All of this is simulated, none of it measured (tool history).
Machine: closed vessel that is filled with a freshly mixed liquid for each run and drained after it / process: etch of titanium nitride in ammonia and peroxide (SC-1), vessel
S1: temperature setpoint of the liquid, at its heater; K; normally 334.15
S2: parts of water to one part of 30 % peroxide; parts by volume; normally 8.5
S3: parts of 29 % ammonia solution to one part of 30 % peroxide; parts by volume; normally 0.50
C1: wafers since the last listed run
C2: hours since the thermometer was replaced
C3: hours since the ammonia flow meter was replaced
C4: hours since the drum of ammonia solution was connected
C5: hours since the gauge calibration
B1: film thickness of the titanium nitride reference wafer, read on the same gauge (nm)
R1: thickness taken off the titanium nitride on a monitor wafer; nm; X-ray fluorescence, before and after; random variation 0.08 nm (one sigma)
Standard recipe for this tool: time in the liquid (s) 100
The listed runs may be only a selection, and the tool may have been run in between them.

Run 1, day 0.000: usual settings; C1 0; C2 727.2; C3 427.8; C4 90.3; C5 658.7; B1 130.04. Result: R1 10.12 nm.
At day 2.483: ammonia flow meter replaced.
Run 2, day 4.050: usual settings; C1 9437; C2 824.4; C3 37.6; C4 187.5; C5 755.9; B1 130.02. Result: R1 9.88 nm.
Run 3, day 5.554: usual settings; C1 3541; C2 860.5; C3 73.7; C4 223.6; C5 792.0; B1 130.01. Result: R1 9.96 nm.
At day 8.108: gauge calibrated.
At day 14.850: new drum of ammonia solution connected.
Run 4, day 18.767: usual settings; C1 31011; C2 1177.6; C3 390.8; C4 94.0; C5 255.8; B1 129.99. Result: R1 10.01 nm.
At day 21.988: ammonia flow meter replaced.
Run 5, day 22.358: usual settings; C1 8358; C2 1263.8; C3 8.9; C4 180.2; C5 342.0; B1 130.00. Result: R1 9.97 nm.
Run 6, day 26.033: usual settings; C1 8652; C2 1352.0; C3 97.1; C4 268.4; C5 430.2; B1 130.01. Result: R1 9.98 nm.
Run 7, day 29.596: usual settings; C1 8388; C2 1437.5; C3 182.6; C4 353.9; C5 515.7; B1 130.02. Result: R1 9.93 nm.
Run 8, day 33.958: usual settings but S1 341.15 K, S2 10.5 parts by volume, S3 0.60 parts by volume; C1 10271; C2 1542.2; C3 287.3; C4 458.6; C5 620.4; B1 130.00. Result: R1 14.52 nm.
At day 34.258: new drum of ammonia solution connected.
Run 9, day 36.867: usual settings; C1 6749; C2 1612.0; C3 357.1; C4 62.6; C5 690.2; B1 130.01. Result: R1 10.05 nm.
Run 10, day 39.300: usual settings but S3 0.70 parts by volume, time in the liquid (s) 70; C1 5729; C2 1670.4; C3 415.5; C4 121.0; C5 748.6; B1 129.99. Result: R1 7.26 nm.
Run 11, day 42.417: usual settings; C1 7338; C2 1745.2; C3 490.3; C4 195.8; C5 823.4; B1 130.04. Result: R1 9.95 nm.
At day 43.950: ammonia flow meter replaced.
At day 46.358: gauge calibrated.
At day 52.596: new drum of ammonia solution connected.
Run 12, day 52.612: usual settings but S1 340.15 K, S2 11.5 parts by volume; C1 23810; C2 1989.9; C3 207.9; C4 0.4; C5 150.1; B1 129.99. Result: R1 12.66 nm.
At day 53.158: thermometer replaced.
Run 13, day 55.517: usual settings but S3 0.60 parts by volume; C1 6739; C2 56.6; C3 277.6; C4 70.1; C5 219.8; B1 130.00. Result: R1 10.26 nm.
At day 63.333: ammonia flow meter replaced.
Run 14, day 66.988: usual settings but S2 5.5 parts by volume, S3 0.40 parts by volume; C1 26910; C2 331.9; C3 87.7; C4 345.4; C5 495.1; B1 130.00. Result: R1 12.00 nm.
Run 15, day 69.238: usual settings but S3 0.35 parts by volume, time in the liquid (s) 80; C1 5297; C2 385.9; C3 141.7; C4 399.4; C5 549.1; B1 130.00. Result: R1 7.53 nm.

Hidden condition of the tool, last listed run before each entry between runs versus first listed run after:
Run 1 -> run 2: ammonia flow meter replaced (day 2.483)
  both runs share identical hidden conditions
Run 3 -> run 4: gauge calibrated (day 8.108); new drum of ammonia solution connected (day 14.850)
  both runs share identical hidden conditions
Run 4 -> run 5: ammonia flow meter replaced (day 21.988)
  both runs share identical hidden conditions
Run 8 -> run 9: new drum of ammonia solution connected (day 34.258)
  both runs share identical hidden conditions
Run 11 -> run 12: ammonia flow meter replaced (day 43.950); gauge calibrated (day 46.358); new drum of ammonia solution connected (day 52.596)
  both runs share identical hidden conditions
Run 12 -> run 13: thermometer replaced (day 53.158)
  both runs share identical hidden conditions
Run 13 -> run 14: ammonia flow meter replaced (day 63.333)
  both runs share identical hidden conditions
